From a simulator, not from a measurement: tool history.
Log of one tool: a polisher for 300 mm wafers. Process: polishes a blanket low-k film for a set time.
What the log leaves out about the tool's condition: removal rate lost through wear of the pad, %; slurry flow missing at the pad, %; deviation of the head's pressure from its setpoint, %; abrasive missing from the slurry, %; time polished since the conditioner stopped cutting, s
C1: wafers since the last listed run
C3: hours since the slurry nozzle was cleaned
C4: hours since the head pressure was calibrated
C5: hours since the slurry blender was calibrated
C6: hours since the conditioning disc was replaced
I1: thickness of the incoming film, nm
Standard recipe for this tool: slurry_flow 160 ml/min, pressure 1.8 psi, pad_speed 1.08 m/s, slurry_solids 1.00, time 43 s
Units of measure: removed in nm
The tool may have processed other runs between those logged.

run 1 hour=0.0 | slurry_flow=160 pressure=1.8 pad_speed=1.08 slurry_solids=1.00 time=43 | C1=0 wafers_polished_on_this_pad=431 C3=354.5 C4=1050.3 C5=245.6 C6=370.2 | I1=656.9 | removed=15.0
run 2 hour=40.6 | slurry_flow=160 pressure=1.8 pad_speed=1.08 slurry_solids=1.00 time=43 | C1=471 wafers_polished_on_this_pad=902 C3=395.1 C4=1090.9 C5=286.2 C6=410.8 | I1=658.6 | removed=14.6
-- hour=44.0 conditioning disc replaced and pad reconditioned
run 3 hour=53.5 | slurry_flow=160 pressure=1.8 pad_speed=1.08 slurry_solids=1.00 time=43 | C1=126 wafers_polished_on_this_pad=1028 C3=408.0 C4=1103.8 C5=299.1 C6=9.5 | I1=659.2 | removed=14.7
run 4 hour=65.6 | slurry_flow=160 pressure=1.4 pad_speed=1.08 slurry_solids=1.00 time=43 | C1=140 wafers_polished_on_this_pad=1168 C3=420.1 C4=1115.9 C5=311.2 C6=21.6 | I1=664.8 | removed=12.5
run 5 hour=77.4 | slurry_flow=160 pressure=1.4 pad_speed=1.08 slurry_solids=1.00 time=43 | C1=136 wafers_polished_on_this_pad=1305 C3=431.9 C4=1127.7 C5=323.0 C6=33.4 | I1=670.6 | removed=12.2
run 6 hour=89.6 | slurry_flow=160 pressure=1.8 pad_speed=1.08 slurry_solids=1.10 time=43 | C1=141 wafers_polished_on_this_pad=1447 C3=444.1 C4=1139.9 C5=335.2 C6=45.6 | I1=663.7 | removed=14.3
-- hour=103.4 worn pad replaced by a new one
run 7 hour=104.1 | slurry_flow=160 pressure=1.8 pad_speed=1.08 slurry_solids=1.10 time=43 | C1=121 wafers_polished_on_this_pad=8 C3=458.6 C4=1154.4 C5=349.7 C6=60.1 | I1=659.8 | removed=15.6
run 8 hour=119.4 | slurry_flow=160 pressure=1.8 pad_speed=1.08 slurry_solids=1.10 time=43 | C1=177 wafers_polished_on_this_pad=185 C3=473.9 C4=1169.7 C5=365.0 C6=75.4 | I1=656.4 | removed=15.6
run 9 hour=132.4 | slurry_flow=160 pressure=1.8 pad_speed=1.08 slurry_solids=1.00 time=43 | C1=150 wafers_polished_on_this_pad=336 C3=486.9 C4=1182.7 C5=378.0 C6=88.4 | I1=659.5 | removed=15.2
-- hour=140.4 slurry blender recalibrated
run 10 hour=142.4 | slurry_flow=160 pressure=1.8 pad_speed=1.08 slurry_solids=1.00 time=43 | C1=92 wafers_polished_on_this_pad=429 C3=496.9 C4=1192.7 C5=2.0 C6=98.4 | I1=652.5 | removed=15.9
-- hour=144.8 slurry nozzle cleaned
run 11 hour=156.3 | slurry_flow=160 pressure=1.8 pad_speed=1.08 slurry_solids=1.10 time=43 | C1=149 wafers_polished_on_this_pad=579 C3=11.5 C4=1206.6 C5=15.9 C6=112.3 | I1=657.8 | removed=16.1
run 12 hour=164.4 | slurry_flow=140 pressure=1.8 pad_speed=1.08 slurry_solids=0.85 time=57 | C1=93 wafers_polished_on_this_pad=673 C3=19.6 C4=1214.7 C5=24.0 C6=120.4 | I1=652.1 | removed=19.1
run 13 hour=180.7 | slurry_flow=160 pressure=1.8 pad_speed=1.18 slurry_solids=1.25 time=49 | C1=189 wafers_polished_on_this_pad=862 C3=35.9 C4=1231.0 C5=40.3 C6=136.7 | I1=657.4 | removed=20.2
-- hour=190.4 head pressure recalibrated
run 14 hour=190.9 | slurry_flow=160 pressure=1.8 pad_speed=0.82 slurry_solids=0.75 time=43 | C1=95 wafers_polished_on_this_pad=957 C3=46.1 C4=0.5 C5=50.5 C6=146.9 | I1=668.5 | removed=10.8
run 15 hour=203.1 | slurry_flow=160 pressure=2.0 pad_speed=0.84 slurry_solids=1.25 time=43 | C1=141 wafers_polished_on_this_pad=1098 C3=58.3 C4=12.7 C5=62.7 C6=159.1 | I1=648.9 | removed=14.0
run 16 hour=209.2 | slurry_flow=105 pressure=1.8 pad_speed=1.08 slurry_solids=1.00 time=43 | C1=70 wafers_polished_on_this_pad=1169 C3=64.4 C4=18.8 C5=68.8 C6=165.2 | I1=662.8 | removed=13.8
run 17 hour=220.2 | slurry_flow=160 pressure=1.8 pad_speed=1.08 slurry_solids=1.00 time=43 | C1=127 wafers_polished_on_this_pad=1297 C3=75.4 C4=29.8 C5=79.8 C6=176.2 | I1=668.6 | removed=14.3
-- hour=231.4 worn pad replaced by a new one
run 18 hour=235.9 | slurry_flow=160 pressure=1.6 pad_speed=1.38 slurry_solids=1.00 time=43 | C1=135 wafers_polished_on_this_pad=52 C3=91.1 C4=45.5 C5=95.5 C6=191.9 | I1=662.8 | removed=17.6
run 19 hour=251.0 | slurry_flow=160 pressure=1.2 pad_speed=0.90 slurry_solids=1.00 time=43 | C1=175 wafers_polished_on_this_pad=227 C3=106.2 C4=60.6 C5=110.6 C6=207.0 | I1=665.2 | removed=10.7
run 20 hour=267.9 | slurry_flow=160 pressure=1.5 pad_speed=1.38 slurry_solids=1.00 time=43 | C1=196 wafers_polished_on_this_pad=423 C3=123.1 C4=77.5 C5=127.5 C6=223.9 | I1=651.9 | removed=16.7
run 21 hour=279.2 | slurry_flow=160 pressure=1.8 pad_speed=1.08 slurry_solids=1.00 time=43 | C1=131 wafers_polished_on_this_pad=554 C3=134.4 C4=88.8 C5=138.8 C6=235.2 | I1=647.7 | removed=15.2
run 22 hour=292.8 | slurry_flow=175 pressure=1.5 pad_speed=0.86 slurry_solids=1.00 time=34 | C1=157 wafers_polished_on_this_pad=712 C3=148.0 C4=102.4 C5=152.4 C6=248.8 | I1=664.0 | removed=9.1
run 23 hour=300.4 | slurry_flow=160 pressure=1.8 pad_speed=0.72 slurry_solids=1.20 time=52 | C1=88 wafers_polished_on_this_pad=800 C3=155.6 C4=110.0 C5=160.0 C6=256.4 | I1=655.0 | removed=14.4
run 24 hour=314.3 | slurry_flow=160 pressure=1.8 pad_speed=1.08 slurry_solids=1.00 time=43 | C1=161 wafers_polished_on_this_pad=961 C3=169.5 C4=123.9 C5=173.9 C6=270.3 | I1=657.8 | removed=15.1
run 25 hour=320.5 | slurry_flow=160 pressure=1.5 pad_speed=0.86 slurry_solids=1.00 time=38 | C1=71 wafers_polished_on_this_pad=1033 C3=175.7 C4=130.1 C5=180.1 C6=276.5 | I1=652.8 | removed=9.8

Describe how what the log doesn't record of the tool's condition differs between the last listed run preceding each entry between runs and the first listed run following it.
Runs 2 to 3: conditioning disc replaced and pad reconditioned (hour 44.0)
  removal rate lost through wear of the pad, %: 4.14 -> 5.27; abrasive missing from the slurry, %: 13.9 -> 14
  measured minus no-state result, removed: -1.5 -> -1.7 nm
Runs 6 to 7: worn pad replaced by a new one (hour 103.4)
  removal rate lost through wear of the pad, %: 9.33 -> 0.798; abrasive missing from the slurry, %: 14.3 -> 14.4
  measured minus no-state result, removed: -2.3 -> -1.0 nm
Runs 9 to 10: slurry blender recalibrated (hour 140.4)
  removal rate lost through wear of the pad, %: 1.23 -> 1.58; abrasive missing from the slurry, %: 14.5 -> 1.2
  measured minus no-state result, removed: -1.1 -> -0.3 nm
Runs 10 to 11: slurry nozzle cleaned (hour 144.8)
  removal rate lost through wear of the pad, %: 1.58 -> 2.25; abrasive missing from the slurry, %: 1.2 -> 2.69
  measured minus no-state result, removed: -0.3 -> -0.5 nm
Runs 13 to 14: head pressure recalibrated (hour 190.4)
  removal rate lost through wear of the pad, %: 3.89 -> 4.76; abrasive missing from the slurry, %: 4.91 -> 5.71
  measured minus no-state result, removed: -1.2 -> -0.8 nm
Runs 17 to 18: worn pad replaced by a new one (hour 231.4)
  removal rate lost through wear of the pad, %: 7.85 -> 0.445; abrasive missing from the slurry, %: 7.66 -> 8.52
  measured minus no-state result, removed: -1.7 -> -0.6 nm

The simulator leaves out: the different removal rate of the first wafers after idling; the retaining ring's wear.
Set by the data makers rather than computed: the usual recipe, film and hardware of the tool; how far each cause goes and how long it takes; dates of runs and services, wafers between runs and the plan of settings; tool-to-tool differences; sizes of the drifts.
